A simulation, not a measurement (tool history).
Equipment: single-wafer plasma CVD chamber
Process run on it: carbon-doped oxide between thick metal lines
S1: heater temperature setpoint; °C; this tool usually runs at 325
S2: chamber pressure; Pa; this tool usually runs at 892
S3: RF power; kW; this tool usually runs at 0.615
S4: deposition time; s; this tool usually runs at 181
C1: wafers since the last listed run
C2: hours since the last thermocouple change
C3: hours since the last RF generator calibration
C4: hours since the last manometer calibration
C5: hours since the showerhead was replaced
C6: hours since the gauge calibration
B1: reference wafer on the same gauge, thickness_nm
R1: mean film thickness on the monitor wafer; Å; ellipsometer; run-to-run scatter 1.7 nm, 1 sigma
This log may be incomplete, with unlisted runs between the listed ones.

run,hour,S1,S2,S3,S4,C1,C2,C3,C4,C5,C6,B1,R1
1,0.0,329,892,0.615,181,0,2578.5,2099.8,1253.8,0.5,469.1,1149.269,10816.63
2,8.8,333,892,0.615,181,58,2587.3,2108.6,1262.6,9.3,477.9,1149.805,10708.67
3,16.0,336,892,0.640,181,48,2594.5,2115.8,1269.8,16.5,485.1,1149.969,11019.76
4,23.7,336,892,0.640,181,51,2602.2,2123.5,1277.5,24.2,492.8,1150.153,11001.86
5,36.7,325,892,0.615,181,87,2615.2,2136.5,1290.5,37.2,505.8,1150.907,10948.00
6,43.9,336,1071,0.615,181,48,2622.4,2143.7,1297.7,44.4,513.0,1150.531,10773.23
7,55.2,325,957,0.615,181,75,2633.7,2155.0,1309.0,55.7,524.3,1150.339,11022.27
8,62.5,317,949,0.615,181,48,2641.0,2162.3,1316.3,63.0,531.6,1150.198,11269.13
9,78.5,325,892,0.615,181,107,2657.0,2178.3,1332.3,79.0,547.6,1150.405,10892.13
# hour 82.5: gauge calibrated
10,95.9,325,892,0.615,181,116,2674.4,2195.7,1349.7,96.4,13.4,1150.525,10925.72
11,102.2,325,700,0.615,181,42,2680.7,2202.0,1356.0,102.7,19.7,1150.986,10538.82
12,108.2,333,971,0.540,202,40,2686.7,2208.0,1362.0,108.7,25.7,1150.461,10441.17
13,118.5,325,892,0.615,181,68,2697.0,2218.3,1372.3,119.0,36.0,1149.929,10919.82
14,136.1,325,892,0.615,148,117,2714.6,2235.9,1389.9,136.6,53.6,1150.184,8900.64
# hour 147.0: capacitance manometer re-zeroed and calibrated
15,150.9,325,788,0.615,181,45,2729.4,2250.7,3.9,151.4,68.4,1150.024,10701.17
16,166.0,316,892,0.615,193,101,2744.5,2265.8,19.0,166.5,83.5,1150.374,11913.94
17,180.2,325,717,0.700,181,95,2758.7,2280.0,33.2,180.7,97.7,1150.057,11889.97
18,195.2,321,1077,0.730,206,100,2773.7,2295.0,48.2,195.7,112.7,1150.048,14913.15
# hour 214.8: RF generator calibrated
19,215.3,314,892,0.570,212,81,2793.8,0.5,68.3,215.8,132.8,1149.477,12852.91
20,218.9,325,892,0.615,213,24,2797.4,4.1,71.9,219.4,136.4,1150.123,13478.35
# hour 227.1: thermocouple changed; heater temperature recalibrated
21,256.8,338,892,0.675,197,200,29.7,42.0,109.8,257.3,174.3,1149.985,13082.35
22,274.0,325,892,0.615,181,115,46.9,59.2,127.0,274.5,191.5,1150.117,11443.08
23,314.6,325,892,0.615,181,271,87.5,99.8,167.6,315.1,232.1,1149.919,11450.94
24,327.8,338,892,0.675,197,88,100.7,113.0,180.8,328.3,245.3,1149.997,13118.33
25,341.4,316,684,0.615,155,91,114.3,126.6,194.4,341.9,258.9,1149.603,9677.15
26,352.6,325,1004,0.690,181,75,125.5,137.8,205.6,353.1,270.1,1150.447,12871.37
27,366.1,325,892,0.615,181,90,139.0,151.3,219.1,366.6,283.6,1149.707,11444.36
28,376.4,335,732,0.615,181,68,149.3,161.6,229.4,376.9,293.9,1150.400,10788.56

What does the tool deliver on the next run?
29,391.1,325,800,0.735,206,98,164.0,176.3,244.1,391.6,308.6,?,?

{"run 29": {"B1": 1150.487, "R1": 15110.29}}
If the tool had no hidden condition, the same run with the same run-to-run variation would have returned R1 15165.03 Å.
